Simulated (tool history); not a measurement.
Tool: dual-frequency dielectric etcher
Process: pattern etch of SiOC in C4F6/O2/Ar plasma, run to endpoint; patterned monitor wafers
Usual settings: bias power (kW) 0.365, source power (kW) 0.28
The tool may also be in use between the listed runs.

run,day,bias power (kW),source power (kW),"incoming incoming film thickness, nm",endpoint time (s)
1,0,0.365,0.28,42.82,18.3
2,0.367,0.365,0.28,43.54,18.5
3,0.888,0.365,0.28,43.5,18.4
4,1.388,0.365,0.28,43.11,18.4
5,2.112,0.365,0.28,42.77,18.2
6,2.808,0.365,0.28,43.1,18.4
7,3.138,0.365,0.31,42.57,17.2
8,3.446,0.365,0.28,43.11,18.4
9,3.7,0.365,0.28,43.09,18.2
10,4.438,0.365,0.28,42.74,18.2
11,4.754,0.296,0.28,42.73,19.9
12,5.967,0.296,0.28,43.08,19.6
13,5.979,0.296,0.28,43.47,20
14,6.233,0.365,0.28,42.83,18
15,7.308,0.276,0.35,43.45,20.6
16,7.321,0.365,0.28,42.97,20
17,7.738,0.336,0.28,42.85,20.8
18,8.008,0.278,0.3,43.01,21.8
19,8.396,0.365,0.28,43.32,20.2
20,9.017,0.276,0.35,42.84,20.3
21,10.071,0.438,0.24,43.35,18.9
22,10.088,0.412,0.28,43.03,18
23,10.217,0.365,0.34,43.1,17.2
24,10.642,0.365,0.28,43.16,19.1
25,10.962,0.411,0.32,43.1,17.1
26,11.517,0.454,0.26,42.55,17.7
27,12.225,0.316,0.35,43.07,18.1
28,12.95,0.413,0.21,43.18,20.8

Taken out of this log: 5 entries between the listed runs. Where each belongs, and how the hidden state differs across it:
Between runs 11 and 12: upper electrode replaced (day 5.946)
  etch rate over this chamber's usual, %: 3.15 -> 3.32
  measured less the result without the state, endpoint time (s): -0.6 -> -0.6
Between runs 14 and 15: source power generator calibrated (day 7.262); wet clean of the chamber (day 7.288)
  etch rate over this chamber's usual, %: 3.36 -> -6.89
  measured less the result without the state, endpoint time (s): -0.6 -> +1.4
Between runs 17 and 18: bias power generator calibrated (day 7.962)
  etch rate over this chamber's usual, %: -6.83 -> -6.79
  measured less the result without the state, endpoint time (s): +1.4 -> +1.4
Between runs 20 and 21: wet clean of the chamber, repeated, since the last time left the tool worse (day 10.05)
  etch rate over this chamber's usual, %: -6.65 -> -0.905
  measured less the result without the state, endpoint time (s): +1.3 -> +0.2
